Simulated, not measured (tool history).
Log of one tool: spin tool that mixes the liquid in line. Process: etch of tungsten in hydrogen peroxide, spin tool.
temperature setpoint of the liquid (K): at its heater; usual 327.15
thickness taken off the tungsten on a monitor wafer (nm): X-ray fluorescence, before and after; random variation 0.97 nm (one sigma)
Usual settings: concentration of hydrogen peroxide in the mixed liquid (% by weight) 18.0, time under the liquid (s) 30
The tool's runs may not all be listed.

run	hour	temperature setpoint of the liquid (K)	concentration of hydrogen peroxide in the mixed liquid (% by weight)	time under the liquid (s)	wafers since the last listed run	hours since the thermometer was replaced	hours since the peroxide flow meter was replaced	hours since the heated supply line was repaired	hours since the drum of peroxide was connected	hours since the gauge calibration	read-back film thickness of the tungsten reference wafer, read on the same gauge (nm)	thickness taken off the tungsten on a monitor wafer (nm)
1	0.0	327.15	18.0	30	0	1083.6	1305.8	2409.6	293.9	25.9	70.01	101.03
2	15.4	327.15	18.0	30	160	1099.0	1321.2	2425.0	309.3	41.3	70.00	98.85
3	47.9	327.15	18.0	30	337	1131.5	1353.7	2457.5	341.8	73.8	70.00	98.90
4	73.3	327.15	18.0	30	264	1156.9	1379.1	2482.9	367.2	99.2	70.00	98.72
5	87.1	327.15	18.0	30	143	1170.7	1392.9	2496.7	381.0	113.0	69.98	99.70
6	190.5	327.15	18.0	30	1074	1274.1	1496.3	2600.1	484.4	216.4	70.02	97.64
7	202.6	327.15	18.0	30	125	1286.2	1508.4	2612.2	496.5	228.5	70.01	99.25
8	279.2	327.15	18.0	30	796	1362.8	1585.0	2688.8	573.1	305.1	70.00	99.55
9	296.4	327.15	18.0	30	178	1380.0	1602.2	2706.0	590.3	322.3	69.99	98.32
# hour 307.9: heated supply line repaired
10	311.2	322.15	18.0	30	143	1394.8	1617.0	3.3	605.1	337.1	70.01	73.27
11	336.0	322.15	18.0	30	257	1419.6	1641.8	28.1	629.9	361.9	69.99	72.99
# hour 351.5: new drum of peroxide connected
12	352.0	327.15	18.0	20	155	1435.6	1657.8	44.1	0.5	377.9	70.01	66.61
13	381.6	336.65	16.5	15	307	1465.2	1687.4	73.7	30.1	407.5	69.99	82.13
14	404.8	331.15	20.0	35	241	1488.4	1710.6	96.9	53.3	430.7	70.03	153.84
15	481.8	317.65	18.0	15	800	1565.4	1787.6	173.9	130.3	507.7	70.00	27.50
# hour 516.1: gauge calibrated
16	555.8	322.65	21.0	15	769	1639.4	1861.6	247.9	204.3	39.7	70.00	40.09
17	591.0	327.15	12.5	30	365	1674.6	1896.8	283.1	239.5	74.9	69.99	82.37
18	621.8	327.15	18.0	30	320	1705.4	1927.6	313.9	270.3	105.7	70.00	98.52
19	638.4	335.65	18.0	50	172	1722.0	1944.2	330.5	286.9	122.3	70.00	271.12
# hour 650.3: thermometer replaced
20	656.1	330.65	20.0	15	173	5.8	1961.9	348.2	304.6	140.0	70.01	64.06
# hour 705.3: peroxide flow meter replaced
21	759.5	327.15	18.0	30	1064	109.2	54.2	451.6	408.0	243.4	69.99	100.13
22	847.1	327.15	18.0	25	910	196.8	141.8	539.2	495.6	331.0	70.01	83.47
23	878.8	327.15	15.0	15	329	228.5	173.5	570.9	527.3	362.7	70.01	44.02
24	900.8	327.15	18.0	30	228	250.5	195.5	592.9	549.3	384.7	69.99	99.07
25	923.2	320.15	23.0	50	232	272.9	217.9	615.3	571.7	407.1	70.03	122.84
26	935.9	334.15	18.0	40	132	285.6	230.6	628.0	584.4	419.8	70.00	199.29
27	951.1	336.15	13.5	40	158	300.8	245.8	643.2	599.6	435.0	69.99	196.21

3 ways to go on from here, each from the tool as it stands after run 27. What would each give?
A	951.5	327.15	21.5	30	4	301.2	246.2	643.6	600.0	435.4	?	?
B	951.5	320.65	18.0	30	4	301.2	246.2	643.6	600.0	435.4	?	?
C	951.5	323.15	18.0	45	4	301.2	246.2	643.6	600.0	435.4	?	?

run	read-back film thickness of the tungsten reference wafer, read on the same gauge (nm)	thickness taken off the tungsten on a monitor wafer (nm)
A	70.00	106.06
B	70.00	65.34
C	70.00	114.33
Without the tool's hidden state the same runs would have given:
run	thickness taken off the tungsten on a monitor wafer (nm)
A	106.06
B	65.34
C	114.33
